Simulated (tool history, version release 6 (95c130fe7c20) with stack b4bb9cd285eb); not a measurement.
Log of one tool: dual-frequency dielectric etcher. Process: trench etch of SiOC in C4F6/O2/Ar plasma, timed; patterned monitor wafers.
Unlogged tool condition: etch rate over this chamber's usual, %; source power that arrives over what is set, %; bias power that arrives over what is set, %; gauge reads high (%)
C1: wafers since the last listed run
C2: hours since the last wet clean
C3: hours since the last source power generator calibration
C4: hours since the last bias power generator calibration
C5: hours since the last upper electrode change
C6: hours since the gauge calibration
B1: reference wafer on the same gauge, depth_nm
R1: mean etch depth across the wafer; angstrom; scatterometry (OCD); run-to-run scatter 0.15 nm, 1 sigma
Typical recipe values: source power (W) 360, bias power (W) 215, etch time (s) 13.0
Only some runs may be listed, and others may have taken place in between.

run 1 hour=0.0 | source_power_(W)=360 bias_power_(W)=215 etch_time_(s)=13.0 | C1=0 C2=418.1 C3=3161.6 C4=1543.9 C5=4493.6 C6=378.4 | B1=27.47 | R1=265.0
run 2 hour=35.2 | source_power_(W)=360 bias_power_(W)=215 etch_time_(s)=13.0 | C1=665 C2=453.3 C3=3196.8 C4=1579.1 C5=4528.8 C6=413.6 | B1=27.47 | R1=264.7
run 3 hour=52.5 | source_power_(W)=360 bias_power_(W)=239 etch_time_(s)=13.0 | C1=327 C2=470.6 C3=3214.1 C4=1596.4 C5=4546.1 C6=430.9 | B1=27.42 | R1=276.3
run 4 hour=86.3 | source_power_(W)=360 bias_power_(W)=239 etch_time_(s)=13.0 | C1=639 C2=504.4 C3=3247.9 C4=1630.2 C5=4579.9 C6=464.7 | B1=27.39 | R1=274.7
run 5 hour=108.8 | source_power_(W)=300 bias_power_(W)=215 etch_time_(s)=11.5 | C1=425 C2=526.9 C3=3270.4 C4=1652.7 C5=4602.4 C6=487.2 | B1=27.38 | R1=215.3
run 6 hour=123.7 | source_power_(W)=360 bias_power_(W)=215 etch_time_(s)=13.0 | C1=281 C2=541.8 C3=3285.3 C4=1667.6 C5=4617.3 C6=502.1 | B1=27.39 | R1=260.7
-- hour=157.5 wet clean of the chamber
run 7 hour=158.0 | source_power_(W)=360 bias_power_(W)=215 etch_time_(s)=13.0 | C1=194 C2=0.5 C3=3319.6 C4=1701.9 C5=4651.6 C6=536.4 | B1=27.39 | R1=274.0
run 8 hour=190.8 | source_power_(W)=360 bias_power_(W)=215 etch_time_(s)=13.0 | C1=620 C2=33.3 C3=3352.4 C4=1734.7 C5=4684.4 C6=569.2 | B1=27.45 | R1=276.3
-- hour=198.5 source power generator calibrated
run 9 hour=203.5 | source_power_(W)=310 bias_power_(W)=215 etch_time_(s)=16.5 | C1=164 C2=46.0 C3=5.0 C4=1747.4 C5=4697.1 C6=581.9 | B1=27.40 | R1=323.1
run 10 hour=231.6 | source_power_(W)=330 bias_power_(W)=191 etch_time_(s)=13.0 | C1=531 C2=74.1 C3=33.1 C4=1775.5 C5=4725.2 C6=610.0 | B1=27.35 | R1=250.3
run 11 hour=250.1 | source_power_(W)=360 bias_power_(W)=215 etch_time_(s)=15.0 | C1=349 C2=92.6 C3=51.6 C4=1794.0 C5=4743.7 C6=628.5 | B1=27.46 | R1=311.6
-- hour=259.6 gauge calibrated
-- hour=307.5 upper electrode replaced
run 12 hour=308.0 | source_power_(W)=280 bias_power_(W)=180 etch_time_(s)=9.5 | C1=641 C2=150.5 C3=109.5 C4=1851.9 C5=0.5 C6=48.4 | B1=27.50 | R1=165.0
run 13 hour=312.6 | source_power_(W)=300 bias_power_(W)=215 etch_time_(s)=11.0 | C1=87 C2=155.1 C3=114.1 C4=1856.5 C5=5.1 C6=53.0 | B1=27.38 | R1=214.0
run 14 hour=331.9 | source_power_(W)=360 bias_power_(W)=215 etch_time_(s)=9.5 | C1=365 C2=174.4 C3=133.4 C4=1875.8 C5=24.4 C6=72.3 | B1=27.47 | R1=197.7
run 15 hour=364.4 | source_power_(W)=360 bias_power_(W)=215 etch_time_(s)=13.0 | C1=614 C2=206.9 C3=165.9 C4=1908.3 C5=56.9 C6=104.8 | B1=27.44 | R1=268.8
run 16 hour=398.8 | source_power_(W)=360 bias_power_(W)=215 etch_time_(s)=13.0 | C1=650 C2=241.3 C3=200.3 C4=1942.7 C5=91.3 C6=139.2 | B1=27.38 | R1=267.1
run 17 hour=427.9 | source_power_(W)=280 bias_power_(W)=215 etch_time_(s)=13.0 | C1=550 C2=270.4 C3=229.4 C4=1971.8 C5=120.4 C6=168.3 | B1=27.37 | R1=241.6
run 18 hour=451.8 | source_power_(W)=280 bias_power_(W)=215 etch_time_(s)=15.5 | C1=452 C2=294.3 C3=253.3 C4=1995.7 C5=144.3 C6=192.2 | B1=27.45 | R1=287.5
-- hour=467.5 bias power generator calibrated
run 19 hour=474.6 | source_power_(W)=310 bias_power_(W)=229 etch_time_(s)=10.0 | C1=355 C2=317.1 C3=276.1 C4=7.1 C5=167.1 C6=215.0 | B1=27.31 | R1=199.5
run 20 hour=487.5 | source_power_(W)=300 bias_power_(W)=215 etch_time_(s)=13.0 | C1=244 C2=330.0 C3=289.0 C4=20.0 C5=180.0 C6=227.9 | B1=27.41 | R1=244.0
run 21 hour=499.7 | source_power_(W)=360 bias_power_(W)=215 etch_time_(s)=13.0 | C1=230 C2=342.2 C3=301.2 C4=32.2 C5=192.2 C6=240.1 | B1=27.39 | R1=263.4
run 22 hour=598.1 | source_power_(W)=360 bias_power_(W)=215 etch_time_(s)=13.0 | C1=1861 C2=440.6 C3=399.6 C4=130.6 C5=290.6 C6=338.5 | B1=27.36 | R1=262.6
run 23 hour=614.7 | source_power_(W)=360 bias_power_(W)=161 etch_time_(s)=11.0 | C1=314 C2=457.2 C3=416.2 C4=147.2 C5=307.2 C6=355.1 | B1=27.34 | R1=196.0
run 24 hour=641.0 | source_power_(W)=360 bias_power_(W)=215 etch_time_(s)=11.0 | C1=497 C2=483.5 C3=442.5 C4=173.5 C5=333.5 C6=381.4 | B1=27.36 | R1=219.8
run 25 hour=669.0 | source_power_(W)=360 bias_power_(W)=215 etch_time_(s)=13.0 | C1=529 C2=511.5 C3=470.5 C4=201.5 C5=361.5 C6=409.4 | B1=27.40 | R1=259.1
-- hour=710.5 wet clean of the chamber
run 26 hour=711.0 | source_power_(W)=440 bias_power_(W)=235 etch_time_(s)=13.0 | C1=340 C2=0.5 C3=512.5 C4=243.5 C5=403.5 C6=451.4 | B1=27.40 | R1=310.5
run 27 hour=712.8 | source_power_(W)=360 bias_power_(W)=170 etch_time_(s)=13.0 | C1=34 C2=2.3 C3=514.3 C4=245.3 C5=405.3 C6=453.2 | B1=27.48 | R1=247.4
run 28 hour=732.7 | source_power_(W)=360 bias_power_(W)=215 etch_time_(s)=13.0 | C1=376 C2=22.2 C3=534.2 C4=265.2 C5=425.2 C6=473.1 | B1=27.34 | R1=272.6
run 29 hour=751.6 | source_power_(W)=400 bias_power_(W)=169 etch_time_(s)=13.0 | C1=357 C2=41.1 C3=553.1 C4=284.1 C5=444.1 C6=492.0 | B1=27.44 | R1=255.8

How the hidden state differs across the entries between the runs, from the last listed run before each to the first after it:
After run 6, before run 7: wet clean of the chamber (hour 157.5)
  etch rate over this chamber's usual, %: -4.31 -> -0.286
  measured less the result without the state, R1: -11.8 -> -0.8 angstrom
After run 8, before run 9: source power generator calibrated (hour 198.5)
  etch rate over this chamber's usual, %: -0.59 -> -0.707
  measured less the result without the state, R1: -1.6 -> -2.3 angstrom
After run 11, before run 12: gauge calibrated (hour 259.6); upper electrode replaced (hour 307.5)
  etch rate over this chamber's usual, %: -1.14 -> -1.67
  measured less the result without the state, R1: -3.6 -> -2.8 angstrom
After run 18, before run 19: bias power generator calibrated (hour 467.5)
  etch rate over this chamber's usual, %: -3 -> -3.22
  measured less the result without the state, R1: -8.9 -> -6.7 angstrom
After run 25, before run 26: wet clean of the chamber (hour 710.5)
  etch rate over this chamber's usual, %: -5.01 -> -0.293
  measured less the result without the state, R1: -13.6 -> -0.9 angstrom
